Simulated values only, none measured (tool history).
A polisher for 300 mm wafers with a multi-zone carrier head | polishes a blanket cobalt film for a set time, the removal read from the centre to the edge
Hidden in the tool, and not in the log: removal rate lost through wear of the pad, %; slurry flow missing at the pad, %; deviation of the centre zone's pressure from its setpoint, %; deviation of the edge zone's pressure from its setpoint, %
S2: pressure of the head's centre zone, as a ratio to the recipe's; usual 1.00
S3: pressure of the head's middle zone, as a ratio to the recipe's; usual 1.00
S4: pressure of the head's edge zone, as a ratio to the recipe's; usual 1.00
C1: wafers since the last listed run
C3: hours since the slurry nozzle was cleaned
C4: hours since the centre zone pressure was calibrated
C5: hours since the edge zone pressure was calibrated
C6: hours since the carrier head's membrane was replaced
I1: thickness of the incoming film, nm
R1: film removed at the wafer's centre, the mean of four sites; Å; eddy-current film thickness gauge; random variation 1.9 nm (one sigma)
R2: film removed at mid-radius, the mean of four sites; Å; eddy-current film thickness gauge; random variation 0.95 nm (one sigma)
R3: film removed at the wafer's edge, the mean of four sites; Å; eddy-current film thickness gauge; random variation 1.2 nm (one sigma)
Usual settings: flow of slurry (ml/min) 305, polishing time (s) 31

Run 1, hour 0.0: usual settings; C1 0; wafers polished on this pad 942; C3 110.9; C4 572.7; C5 642.5; C6 732.6; I1 812.6. Result: R1 1147 Å, R2 1277 Å, R3 1303 Å.
Run 2, hour 17.3: usual settings but S3 0.90; C1 234; wafers polished on this pad 1176; C3 128.2; C4 590.0; C5 659.8; C6 749.9; I1 800.9. Result: R1 1121 Å, R2 1192 Å, R3 1299 Å.
Run 3, hour 38.0: usual settings but S4 0.90; C1 280; wafers polished on this pad 1457; C3 148.9; C4 610.7; C5 680.5; C6 770.6; I1 799.2. Result: R1 1120 Å, R2 1289 Å, R3 1226 Å.
Run 4, hour 64.5: usual settings but S4 1.06, polishing time (s) 28; C1 359; wafers polished on this pad 1816; C3 175.4; C4 637.2; C5 707.0; C6 797.1; I1 802.9. Result: R1 1001 Å, R2 1172 Å, R3 1187 Å.
Run 5, hour 100.4: usual settings but flow of slurry (ml/min) 370, S3 1.08, polishing time (s) 21; C1 486; wafers polished on this pad 2303; C3 211.3; C4 673.1; C5 742.9; C6 833.0; I1 789.0. Result: R1 767 Å, R2 946 Å, R3 903 Å.
At hour 146.8: centre zone pressure recalibrated.
At hour 162.3: edge zone pressure recalibrated.
Run 6, hour 168.6: usual settings; C1 870; wafers polished on this pad 3174; C3 279.5; C4 21.8; C5 6.3; C6 901.2; I1 811.0. Result: R1 1282 Å, R2 1295 Å, R3 1277 Å.
At hour 198.9: carrier head's membrane replaced by a new one.
Run 7, hour 201.4: usual settings; C1 376; wafers polished on this pad 3550; C3 312.3; C4 54.6; C5 39.1; C6 2.5; I1 805.9. Result: R1 1247 Å, R2 1292 Å, R3 1300 Å.
At hour 220.0: worn pad replaced by a new one.
Run 8, hour 222.6: usual settings but flow of slurry (ml/min) 395, S2 1.09, S3 0.95; C1 233; wafers polished on this pad 35; C3 333.5; C4 75.8; C5 60.3; C6 23.7; I1 794.6. Result: R1 1389 Å, R2 1271 Å, R3 1325 Å.
Run 9, hour 238.1: usual settings but flow of slurry (ml/min) 235, S3 1.03, S4 0.89, polishing time (s) 26; C1 210; wafers polished on this pad 245; C3 349.0; C4 91.3; C5 75.8; C6 39.2; I1 811.5. Result: R1 1000 Å, R2 1072 Å, R3 1024 Å.
Run 10, hour 335.1: usual settings but flow of slurry (ml/min) 200, S2 0.93, polishing time (s) 34; C1 1315; wafers polished on this pad 1560; C3 446.0; C4 188.3; C5 172.8; C6 136.2; I1 786.4. Result: R1 1210 Å, R2 1366 Å, R3 1365 Å.
Run 11, hour 365.6: usual settings but S2 1.08; C1 413; wafers polished on this pad 1974; C3 476.5; C4 218.8; C5 203.3; C6 166.7; I1 801.7. Result: R1 1320 Å, R2 1285 Å, R3 1296 Å.
Run 12, hour 398.5: usual settings; C1 446; wafers polished on this pad 2420; C3 509.4; C4 251.7; C5 236.2; C6 199.6; I1 791.6. Result: R1 1219 Å, R2 1266 Å, R3 1296 Å.
Run 13, hour 419.2: usual settings; C1 280; wafers polished on this pad 2700; C3 530.1; C4 272.4; C5 256.9; C6 220.3; I1 794.7. Result: R1 1222 Å, R2 1277 Å, R3 1276 Å.
Run 14, hour 451.1: usual settings but flow of slurry (ml/min) 235, S2 0.91, S4 0.90, polishing time (s) 23; C1 432; wafers polished on this pad 3133; C3 562.0; C4 304.3; C5 288.8; C6 252.2; I1 809.4. Result: R1 772 Å, R2 946 Å, R3 888 Å.
Run 15, hour 484.4: usual settings but flow of slurry (ml/min) 405, polishing time (s) 39; C1 451; wafers polished on this pad 3584; C3 595.3; C4 337.6; C5 322.1; C6 285.5; I1 805.6. Result: R1 1529 Å, R2 1641 Å, R3 1624 Å.
At hour 511.6: worn pad replaced by a new one.
Run 16, hour 513.9: usual settings but S2 0.90, S4 1.11; C1 345; wafers polished on this pad 30; C3 624.8; C4 367.1; C5 351.6; C6 315.0; I1 800.0. Result: R1 1071 Å, R2 1281 Å, R3 1363 Å.
Run 17, hour 527.7: usual settings but S3 1.08, polishing time (s) 41; C1 187; wafers polished on this pad 217; C3 638.6; C4 380.9; C5 365.4; C6 328.8; I1 786.3. Result: R1 1567 Å, R2 1789 Å, R3 1721 Å.
Run 18, hour 546.9: usual settings but S3 1.11; C1 260; wafers polished on this pad 478; C3 657.8; C4 400.1; C5 384.6; C6 348.0; I1 796.3. Result: R1 1147 Å, R2 1388 Å, R3 1284 Å.
Run 19, hour 559.6: usual settings; C1 172; wafers polished on this pad 650; C3 670.5; C4 412.8; C5 397.3; C6 360.7; I1 810.4. Result: R1 1195 Å, R2 1277 Å, R3 1293 Å.
At hour 582.1: slurry nozzle cleaned.
Run 20, hour 585.9: usual settings but S4 0.92; C1 343; wafers polished on this pad 993; C3 3.8; C4 439.1; C5 423.6; C6 387.0; I1 787.2. Result: R1 1161 Å, R2 1275 Å, R3 1247 Å.
Run 21, hour 616.1: usual settings but S4 1.09; C1 409; wafers polished on this pad 1402; C3 34.0; C4 469.3; C5 453.8; C6 417.2; I1 799.2. Result: R1 1160 Å, R2 1271 Å, R3 1361 Å.

How the hidden state differs across the entries between the runs, from the last listed run before each to the first after it:
Between runs 5 and 6: centre zone pressure recalibrated (hour 146.8); edge zone pressure recalibrated (hour 162.3)
  deviation of the centre zone's pressure from its setpoint, %: -11.7 -> 0.665
  measured less the result without the state, R1: -103 -> +8 Å
Between runs 6 and 7: carrier head's membrane replaced by a new one (hour 198.9)
  deviation of the centre zone's pressure from its setpoint, %: 0.665 -> 0.0864
  measured less the result without the state, R1: +8 -> +1 Å
Between runs 7 and 8: worn pad replaced by a new one (hour 220.0)
  deviation of the centre zone's pressure from its setpoint, %: 0.0864 -> -0.287
  measured less the result without the state, R1: +1 -> -4 Å
Between runs 15 and 16: worn pad replaced by a new one (hour 511.6)
  deviation of the centre zone's pressure from its setpoint, %: -4.9 -> -5.42
  measured less the result without the state, R1: -80 -> -62 Å
Between runs 19 and 20: slurry nozzle cleaned (hour 582.1)
  deviation of the centre zone's pressure from its setpoint, %: -6.23 -> -6.69
  measured less the result without the state, R1: -80 -> -84 Å
